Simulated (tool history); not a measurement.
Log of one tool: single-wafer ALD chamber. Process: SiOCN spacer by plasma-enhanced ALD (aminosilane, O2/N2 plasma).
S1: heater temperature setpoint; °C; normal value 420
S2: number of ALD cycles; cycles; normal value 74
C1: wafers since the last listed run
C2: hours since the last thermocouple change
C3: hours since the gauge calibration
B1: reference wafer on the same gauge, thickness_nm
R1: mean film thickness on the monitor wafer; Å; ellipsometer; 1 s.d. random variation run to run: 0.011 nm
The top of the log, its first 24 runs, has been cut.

run	hour	S1	S2	C1	C2	C3	B1	R1
25	2243.6	435	80	1331	1247.4	851.1	4.001	41.69
26	2341.3	420	60	420	1345.1	948.8	4.001	33.06
27	2400.0	406	70	252	1403.8	1007.5	3.999	40.41
28	2488.4	406	80	380	1492.2	1095.9	4.000	46.24
# hour 2539.3: thermocouple changed; heater temperature recalibrated
29	2558.2	420	74	265	18.9	1165.7	3.999	40.14
30	2601.1	432	85	184	61.8	1208.6	4.001	44.28
31	2691.0	420	74	386	151.7	1298.5	4.002	40.16
32	2785.2	431	79	405	245.9	1392.7	4.001	41.46
33	2840.8	410	88	239	301.5	1448.3	4.003	49.82
34	2939.1	420	74	422	399.8	1546.6	4.001	40.39
35	3018.3	408	89	340	479.0	1625.8	3.998	50.68
36	3062.7	413	67	191	523.4	1670.2	4.001	37.49
37	3112.2	408	62	212	572.9	1719.7	4.000	35.41
38	3154.5	420	69	181	615.2	1762.0	4.001	37.78
39	3348.5	434	87	834	809.2	1956.0	3.999	45.18
40	3436.9	420	74	380	897.6	2044.4	4.002	40.64
41	3477.9	420	89	176	938.6	2085.4	3.998	48.72
42	3521.6	431	84	188	982.3	2129.1	4.000	44.22
43	3562.4	416	63	175	1023.1	2169.9	4.000	35.03
44	3599.9	420	74	161	1060.6	2207.4	4.000	40.90

Run 45 is up next; what results do you expect?
45	3670.1	420	74	302	1130.8	2277.6	?	?

{"run 45": {"B1": 4.001, "R1": 40.9}}
Were there no unlogged condition in the tool, this run, its random variation unchanged, would have produced R1 40.22 Å.
